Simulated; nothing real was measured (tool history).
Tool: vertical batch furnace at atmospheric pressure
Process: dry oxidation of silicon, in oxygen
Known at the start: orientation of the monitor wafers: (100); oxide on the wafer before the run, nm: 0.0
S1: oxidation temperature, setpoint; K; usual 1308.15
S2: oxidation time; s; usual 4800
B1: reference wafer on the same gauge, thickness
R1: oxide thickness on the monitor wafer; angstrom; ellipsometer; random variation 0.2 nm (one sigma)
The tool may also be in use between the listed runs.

{"run": 1, "day": 0.0, "S1": 1308.15, "S2": 4800, "B1": 68.5, "R1": 792.5}
{"run": 2, "day": 1.938, "S1": 1308.15, "S2": 4800, "B1": 68.5, "R1": 795.0}
{"run": 3, "day": 3.05, "S1": 1308.15, "S2": 4800, "B1": 68.46, "R1": 790.8}
{"run": 4, "day": 5.454, "S1": 1308.15, "S2": 6690, "B1": 68.55, "R1": 988.6}
{"run": 5, "day": 8.404, "S1": 1308.15, "S2": 6690, "B1": 68.4, "R1": 989.6}
{"run": 6, "day": 9.725, "S1": 1308.15, "S2": 6690, "B1": 68.51, "R1": 994.0}
{"run": 7, "day": 11.571, "S1": 1302.15, "S2": 4800, "B1": 68.47, "R1": 750.7}
{"run": 8, "day": 13.329, "S1": 1302.15, "S2": 4800, "B1": 68.54, "R1": 751.2}
{"run": 9, "day": 15.4, "S1": 1302.15, "S2": 4800, "B1": 68.5, "R1": 751.8}
{"run": 10, "day": 16.471, "S1": 1308.15, "S2": 4800, "B1": 68.53, "R1": 791.3}
{"run": 11, "day": 18.021, "S1": 1308.15, "S2": 4800, "B1": 68.55, "R1": 792.9}
{"run": 12, "day": 26.996, "S1": 1308.15, "S2": 4800, "B1": 68.56, "R1": 791.5}
{"run": 13, "day": 29.829, "S1": 1299.15, "S2": 4800, "B1": 68.56, "R1": 726.2}
{"run": 14, "day": 32.642, "S1": 1328.15, "S2": 2460, "B1": 68.53, "R1": 607.5}
{"run": 15, "day": 34.379, "S1": 1299.15, "S2": 5700, "B1": 68.45, "R1": 818.9}
{"run": 16, "day": 36.225, "S1": 1302.15, "S2": 4800, "B1": 68.58, "R1": 743.3}
{"day": 40.054, "done": "boat lift adjusted"}
{"day": 41.038, "done": "gauge calibrated"}
{"run": 17, "day": 44.296, "S1": 1308.15, "S2": 2790, "B1": 68.51, "R1": 570.8}
{"day": 45.504, "done": "thermocouples replaced and temperature profile calibrated"}
{"run": 18, "day": 49.333, "S1": 1293.15, "S2": 3570, "B1": 68.52, "R1": 584.8}
{"run": 19, "day": 56.525, "S1": 1308.15, "S2": 4800, "B1": 68.52, "R1": 809.6}
{"run": 20, "day": 57.646, "S1": 1301.15, "S2": 3930, "B1": 68.53, "R1": 667.5}
{"run": 21, "day": 60.283, "S1": 1308.15, "S2": 4800, "B1": 68.48, "R1": 809.7}
{"run": 22, "day": 62.033, "S1": 1308.15, "S2": 4800, "B1": 68.61, "R1": 813.1}
{"run": 23, "day": 64.154, "S1": 1319.15, "S2": 4800, "B1": 68.51, "R1": 889.9}
{"run": 24, "day": 67.029, "S1": 1287.15, "S2": 6330, "B1": 68.52, "R1": 808.2}
{"run": 25, "day": 72.279, "S1": 1285.15, "S2": 6690, "B1": 68.48, "R1": 824.4}

Forecast each of these 3 alternatives for the next run:
{"run": "A", "day": 72.492, "S1": 1287.15, "S2": 4800, "B1": "?", "R1": "?"}
{"run": "B", "day": 72.492, "S1": 1328.15, "S2": 2670, "B1": "?", "R1": "?"}
{"run": "C", "day": 72.492, "S1": 1324.15, "S2": 3750, "B1": "?", "R1": "?"}

run=A B1=68.53 R1=670.9
run=B B1=68.53 R1=659.0
run=C B1=68.53 R1=791.1
Without the tool's hidden state the same runs would have given:
run=A R1=673.0
run=B R1=660.9
run=C R1=793.4

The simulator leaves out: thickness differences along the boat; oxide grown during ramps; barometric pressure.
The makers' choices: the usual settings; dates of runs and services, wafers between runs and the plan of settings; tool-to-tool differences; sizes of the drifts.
